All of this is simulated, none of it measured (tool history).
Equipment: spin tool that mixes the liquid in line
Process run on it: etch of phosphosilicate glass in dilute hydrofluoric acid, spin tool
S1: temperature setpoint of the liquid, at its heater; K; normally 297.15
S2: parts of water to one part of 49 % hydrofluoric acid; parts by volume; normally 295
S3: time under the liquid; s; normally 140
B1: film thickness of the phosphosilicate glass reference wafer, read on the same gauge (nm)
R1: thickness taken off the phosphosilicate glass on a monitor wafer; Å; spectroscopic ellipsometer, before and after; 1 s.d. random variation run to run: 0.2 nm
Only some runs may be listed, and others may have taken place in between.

| run | hour | S1 | S2 | S3 | B1 | R1 |
|---|---|---|---|---|---|---|
| 1 | 0 | 297.15 | 295 | 140 | 100.04 | 507.8 |
| 2 | 12.3 | 297.15 | 295 | 140 | 99.98 | 508.9 |
| 3 | 42.2 | 297.15 | 295 | 140 | 100.01 | 508.2 |
| 4 | 57.7 | 293.65 | 295 | 140 | 100.03 | 451 |
| 5 | 72.8 | 293.65 | 295 | 140 | 99.97 | 449.8 |
| 6 | 99.2 | 293.65 | 295 | 140 | 99.97 | 446.9 |
| 7 | 132.9 | 297.15 | 295 | 170 | 99.97 | 620.3 |
| 8 | 146.5 | 297.15 | 295 | 170 | 100.01 | 619.7 |
| 9 | 177.1 | 295.15 | 295 | 140 | 100.02 | 475.5 |
| 10 | 249.3 | 297.15 | 295 | 140 | 100 | 506 |
| 11 | 282.7 | 297.15 | 295 | 140 | 100.01 | 511.6 |
| 12 | 315 | 297.15 | 295 | 140 | 100 | 507.2 |
| 13 | 330.4 | 297.15 | 295 | 190 | 100.02 | 692.2 |
| 14 | 343 | 297.15 | 295 | 190 | 100 | 693 |
| 15 | 355.9 | 301.15 | 350 | 140 | 100.01 | 463.9 |
| 16 | 384.8 | 301.65 | 295 | 60 | 99.99 | 255 |
| 17 | 409.9 | 297.15 | 295 | 140 | 99.99 | 509.2 |
| 18 | 451.8 | 297.15 | 295 | 170 | 99.98 | 617.7 |
| 19 | 517.7 | 294.65 | 295 | 65 | 100 | 215.9 |
|  | 526.3 | thermometer replaced |
| 20 | 596.2 | 302.15 | 295 | 100 | 100.05 | 433.8 |
| 21 | 620.8 | 297.15 | 295 | 140 | 100.02 | 508.6 |
|  | 638.4 | hydrofluoric acid flow meter replaced |
| 22 | 650.9 | 297.15 | 230 | 140 | 100 | 696.6 |
| 23 | 727.1 | 301.65 | 160 | 75 | 100.03 | 685.5 |
| 24 | 744.7 | 300.15 | 430 | 140 | 100 | 338.3 |
|  | 747.2 | gauge calibrated |
| 25 | 757.2 | 301.65 | 355 | 75 | 99.98 | 248.5 |
| 26 | 773.5 | 297.15 | 295 | 140 | 100 | 512 |
| 27 | 794.2 | 297.15 | 230 | 140 | 100.01 | 702 |
| 28 | 819.1 | 300.65 | 170 | 165 | 99.98 | 1348.1 |
| 29 | 842.8 | 301.65 | 425 | 195 | 100.02 | 504.6 |
| 30 | 867.8 | 292.15 | 295 | 75 | 99.99 | 228.4 |
| 31 | 882.6 | 297.15 | 295 | 65 | 100.02 | 236.4 |
| 32 | 902.2 | 295.65 | 165 | 140 | 100.02 | 986.5 |
| 33 | 967.9 | 297.15 | 405 | 190 | 100 | 452.2 |

What if the next run were any one of these 4? Each begins from the tool's condition after run 33:
| A | 968.4 | 297.15 | 250 | 140 | ? | ? |
| B | 968.4 | 293.65 | 295 | 215 | ? | ? |
| C | 968.4 | 298.65 | 240 | 175 | ? | ? |
| D | 968.4 | 293.15 | 225 | 170 | ? | ? |

| run | B1 | R1 |
|---|---|---|
| A | 100.01 | 622.5 |
| B | 100.01 | 683.8 |
| C | 100.01 | 864 |
| D | 100.01 | 742.7 |
With the hidden condition removed and each run's random variation left untouched, the same runs would have given:
| run | R1 |
|---|---|
| A | 622.5 |
| B | 683.8 |
| C | 864 |
| D | 742.7 |
